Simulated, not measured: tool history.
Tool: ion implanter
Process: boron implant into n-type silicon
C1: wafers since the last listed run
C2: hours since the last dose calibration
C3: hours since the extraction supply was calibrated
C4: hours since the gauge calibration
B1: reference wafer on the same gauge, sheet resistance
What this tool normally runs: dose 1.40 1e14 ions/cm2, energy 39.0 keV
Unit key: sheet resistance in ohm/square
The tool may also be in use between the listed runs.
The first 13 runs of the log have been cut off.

{"run": 14, "hour": 321.2, "dose": 1.59, "energy": 39.0, "C1": 321, "C2": 934.1, "C3": 2177.0, "C4": 805.6, "B1": 609.66, "sheet resistance": 474.69}
{"run": 15, "hour": 345.5, "dose": 1.4, "energy": 39.0, "C1": 619, "C2": 958.4, "C3": 2201.3, "C4": 829.9, "B1": 609.2, "sheet resistance": 518.73}
{"hour": 361.5, "done": "gauge calibrated"}
{"run": 16, "hour": 371.6, "dose": 1.4, "energy": 39.0, "C1": 664, "C2": 984.5, "C3": 2227.4, "C4": 10.1, "B1": 610.04, "sheet resistance": 518.89}
{"run": 17, "hour": 407.4, "dose": 1.4, "energy": 39.0, "C1": 912, "C2": 1020.3, "C3": 2263.2, "C4": 45.9, "B1": 610.39, "sheet resistance": 521.27}
{"hour": 420.3, "done": "extraction supply calibrated"}
{"run": 18, "hour": 426.4, "dose": 1.4, "energy": 44.5, "C1": 280, "C2": 1039.3, "C3": 6.1, "C4": 64.9, "B1": 609.43, "sheet resistance": 503.33}
{"run": 19, "hour": 455.3, "dose": 1.4, "energy": 25.5, "C1": 736, "C2": 1068.2, "C3": 35.0, "C4": 93.8, "B1": 610.36, "sheet resistance": 556.99}
{"run": 20, "hour": 471.8, "dose": 1.4, "energy": 39.0, "C1": 420, "C2": 1084.7, "C3": 51.5, "C4": 110.3, "B1": 610.44, "sheet resistance": 519.81}
{"run": 21, "hour": 485.9, "dose": 1.4, "energy": 39.0, "C1": 359, "C2": 1098.8, "C3": 65.6, "C4": 124.4, "B1": 610.56, "sheet resistance": 520.06}
{"run": 22, "hour": 519.9, "dose": 1.54, "energy": 48.0, "C1": 866, "C2": 1132.8, "C3": 99.6, "C4": 158.4, "B1": 609.57, "sheet resistance": 465.85}
{"run": 23, "hour": 533.0, "dose": 1.4, "energy": 39.0, "C1": 333, "C2": 1145.9, "C3": 112.7, "C4": 171.5, "B1": 609.95, "sheet resistance": 521.54}
{"run": 24, "hour": 556.4, "dose": 1.81, "energy": 39.0, "C1": 596, "C2": 1169.3, "C3": 136.1, "C4": 194.9, "B1": 609.29, "sheet resistance": 433.64}
{"run": 25, "hour": 590.1, "dose": 1.79, "energy": 45.0, "C1": 858, "C2": 1203.0, "C3": 169.8, "C4": 228.6, "B1": 609.88, "sheet resistance": 424.29}
{"run": 26, "hour": 606.7, "dose": 1.4, "energy": 33.5, "C1": 422, "C2": 1219.6, "C3": 186.4, "C4": 245.2, "B1": 611.38, "sheet resistance": 530.27}

What will run 27 give?
{"run": 27, "hour": 627.2, "dose": 1.02, "energy": 28.5, "C1": 522, "C2": 1240.1, "C3": 206.9, "C4": 265.7, "B1": "?", "sheet resistance": "?"}

Run 27 produced B1 609.97, sheet resistance 694.67 ohm/square.
Without the tool's hidden state the same run would have given sheet resistance 716.22 ohm/square.
